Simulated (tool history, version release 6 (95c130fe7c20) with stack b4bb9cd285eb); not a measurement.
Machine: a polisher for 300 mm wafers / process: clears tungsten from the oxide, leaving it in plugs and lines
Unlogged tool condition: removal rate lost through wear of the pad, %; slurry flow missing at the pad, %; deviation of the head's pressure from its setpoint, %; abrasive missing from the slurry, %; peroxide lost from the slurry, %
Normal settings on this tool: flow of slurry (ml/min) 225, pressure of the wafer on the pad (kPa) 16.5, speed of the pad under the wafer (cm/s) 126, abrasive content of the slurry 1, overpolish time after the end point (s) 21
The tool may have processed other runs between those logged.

run	hour	flow of slurry (ml/min)	pressure of the wafer on the pad (kPa)	speed of the pad under the wafer (cm/s)	abrasive content of the slurry	overpolish time after the end point (s)	wafers since the last listed run	wafers polished on this pad	hours since the slurry nozzle was cleaned	hours since the head pressure was calibrated	hours since the slurry blender was calibrated	hours since the slurry got fresh peroxide	incoming thickness of the incoming film, nm	time until the end point was called (s)
1	0	225	16.5	126	1	21	0	185	108.8	797.3	194.9	213.9	408.2	91.9
# hour 15.8: slurry tank refilled with fresh slurry and peroxide
2	35.9	225	16.5	126	1	21	173	359	144.7	833.2	230.8	20.1	396	88.1
3	56.5	165	16.5	126	1	21	102	461	165.3	853.8	251.4	40.7	400.2	90.2
4	76.6	225	16.5	136	1	21	99	561	185.4	873.9	271.5	60.8	402.2	85.8
5	110.5	160	12.4	166	0.8	21	168	729	219.3	907.8	305.4	94.7	406.1	104.7
# hour 127.9: head pressure recalibrated
6	140.2	225	16.5	126	1	21	137	867	249	12.3	335.1	124.4	407.2	94.3
7	154.1	225	16.5	126	1.25	21	69	936	262.9	26.2	349	138.3	405.6	85.1
8	183.6	225	16.5	126	1	21	146	1083	292.4	55.7	378.5	167.8	404.7	91.4
9	209.2	280	12.4	86	1.25	21	127	1210	318	81.3	404.1	193.4	398.2	146.1
10	238.6	225	16.5	106	1	18	146	1356	347.4	110.7	433.5	222.8	401.8	101.8
# hour 253.6: worn pad replaced by a new one
11	256.9	225	16.5	106	0.8	21	71	16	365.7	129	451.8	241.1	408.3	115.9
# hour 261.6: slurry tank refilled with fresh slurry and peroxide
12	289.3	225	16.5	126	1	21	156	172	398.1	161.4	484.2	27.7	408.1	91
# hour 298.3: slurry blender recalibrated
13	320.7	225	16.5	102	1	21	146	318	429.5	192.8	22.4	59.1	407.7	106.6
# hour 350.4: slurry nozzle cleaned
14	385.7	200	16.5	126	1.25	21	318	636	35.3	257.8	87.4	124.1	413.3	85.1
15	399.1	225	16.5	126	1	21	66	703	48.7	271.2	100.8	137.5	404.8	88.5
16	420.9	225	16.5	126	1	21	108	811	70.5	293	122.6	159.3	406	88.8
17	446.5	155	16.5	126	1	11	127	938	96.1	318.6	148.2	184.9	403.6	93.3
18	480.6	190	11	126	0.7	11	169	1108	130.2	352.7	182.3	219	397.3	152
# hour 510.3: worn pad replaced by a new one
19	515.6	225	16.5	82	1	25	154	26	165.2	387.7	217.3	254	405.8	127
20	545.9	225	16.5	102	1	21	150	176	195.5	418	247.6	284.3	405.1	107.4
# hour 548.2: slurry tank refilled with fresh slurry and peroxide
21	559.4	170	16.5	90	1	21	62	238	209	431.5	261.1	11.2	398.1	122.3
22	587.3	225	20	126	1	15	138	377	236.9	459.4	289	39.1	398.8	74.5
23	618.4	185	16.5	126	1	21	154	532	268	490.5	320.1	70.2	403.6	96
24	642.3	190	20	126	1	21	118	650	291.9	514.4	344	94.1	400.2	78.7
25	704.2	225	16.5	126	1	17	307	958	353.8	576.3	405.9	156	400.4	90.7

What the log doesn't show, run by run:
removal rate lost through wear of the pad, %: 0 on each run
slurry flow missing at the pad, %: 0 on each run
deviation of the head's pressure from its setpoint, %: 0 on each run
abrasive missing from the slurry, %: 0 on each run
peroxide lost from the slurry, %: 0 on each run

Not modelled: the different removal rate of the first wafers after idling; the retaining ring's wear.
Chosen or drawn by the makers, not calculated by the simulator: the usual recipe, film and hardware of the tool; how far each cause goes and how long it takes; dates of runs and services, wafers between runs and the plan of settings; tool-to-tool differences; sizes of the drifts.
